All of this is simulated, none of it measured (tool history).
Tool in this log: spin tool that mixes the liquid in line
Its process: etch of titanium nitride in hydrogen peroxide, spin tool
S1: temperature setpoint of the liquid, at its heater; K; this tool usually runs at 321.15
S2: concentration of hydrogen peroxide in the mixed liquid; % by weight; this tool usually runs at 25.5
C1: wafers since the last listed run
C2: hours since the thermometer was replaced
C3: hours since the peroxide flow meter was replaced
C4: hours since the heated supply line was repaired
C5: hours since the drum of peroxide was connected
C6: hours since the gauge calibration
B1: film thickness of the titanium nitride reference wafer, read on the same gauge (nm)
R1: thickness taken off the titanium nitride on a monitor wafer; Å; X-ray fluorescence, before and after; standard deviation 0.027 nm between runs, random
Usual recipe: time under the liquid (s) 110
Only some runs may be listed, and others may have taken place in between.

{"run": 1, "day": 0.0, "S1": 321.15, "S2": 28.0, "time under the liquid (s)": 140, "C1": 0, "C2": 2064.1, "C3": 1478.5, "C4": 353.7, "C5": 1002.4, "C6": 271.6, "B1": 109.992, "R1": 72.46}
{"run": 2, "day": 0.775, "S1": 321.15, "S2": 28.0, "time under the liquid (s)": 140, "C1": 238, "C2": 2082.7, "C3": 1497.1, "C4": 372.3, "C5": 1021.0, "C6": 290.2, "B1": 109.976, "R1": 71.65}
{"run": 3, "day": 1.383, "S1": 313.65, "S2": 25.5, "time under the liquid (s)": 110, "C1": 186, "C2": 2097.3, "C3": 1511.7, "C4": 386.9, "C5": 1035.6, "C6": 304.8, "B1": 109.962, "R1": 31.98}
{"run": 4, "day": 2.229, "S1": 313.65, "S2": 25.5, "time under the liquid (s)": 110, "C1": 259, "C2": 2117.6, "C3": 1532.0, "C4": 407.2, "C5": 1055.9, "C6": 325.1, "B1": 110.003, "R1": 32.29}
{"day": 3.238, "done": "gauge calibrated"}
{"run": 5, "day": 3.388, "S1": 321.15, "S2": 25.5, "time under the liquid (s)": 110, "C1": 355, "C2": 2145.4, "C3": 1559.8, "C4": 435.0, "C5": 1083.7, "C6": 3.6, "B1": 110.028, "R1": 55.51}
{"run": 6, "day": 4.796, "S1": 321.15, "S2": 25.5, "time under the liquid (s)": 110, "C1": 432, "C2": 2179.2, "C3": 1593.6, "C4": 468.8, "C5": 1117.5, "C6": 37.4, "B1": 109.998, "R1": 55.86}
{"run": 7, "day": 5.312, "S1": 321.15, "S2": 25.5, "time under the liquid (s)": 110, "C1": 158, "C2": 2191.6, "C3": 1606.0, "C4": 481.2, "C5": 1129.9, "C6": 49.8, "B1": 109.985, "R1": 55.3}
{"run": 8, "day": 6.05, "S1": 321.15, "S2": 25.5, "time under the liquid (s)": 110, "C1": 226, "C2": 2209.3, "C3": 1623.7, "C4": 498.9, "C5": 1147.6, "C6": 67.5, "B1": 110.02, "R1": 56.38}
{"run": 9, "day": 7.246, "S1": 321.15, "S2": 25.5, "time under the liquid (s)": 110, "C1": 367, "C2": 2238.0, "C3": 1652.4, "C4": 527.6, "C5": 1176.3, "C6": 96.2, "B1": 110.038, "R1": 55.72}
{"run": 10, "day": 8.45, "S1": 321.15, "S2": 25.5, "time under the liquid (s)": 110, "C1": 369, "C2": 2266.9, "C3": 1681.3, "C4": 556.5, "C5": 1205.2, "C6": 125.1, "B1": 110.0, "R1": 56.11}
{"run": 11, "day": 9.258, "S1": 321.15, "S2": 25.5, "time under the liquid (s)": 110, "C1": 248, "C2": 2286.3, "C3": 1700.7, "C4": 575.9, "C5": 1224.6, "C6": 144.5, "B1": 109.975, "R1": 55.72}
{"run": 12, "day": 10.204, "S1": 321.15, "S2": 25.5, "time under the liquid (s)": 110, "C1": 290, "C2": 2309.0, "C3": 1723.4, "C4": 598.6, "C5": 1247.3, "C6": 167.2, "B1": 110.01, "R1": 56.29}

Predict the results of run 13:
{"day": 11.1, "done": "heated supply line repaired"}
{"run": 13, "day": 11.333, "S1": 314.15, "S2": 20.5, "time under the liquid (s)": 85, "C1": 333, "C2": 2336.1, "C3": 1750.5, "C4": 5.6, "C5": 1274.4, "C6": 194.3, "B1": "?", "R1": "?"}

B1: 109.980
R1: 24.89 Å
On a tool with no hidden condition, and with the same random variation, this run would have come out at R1 20.00 Å.
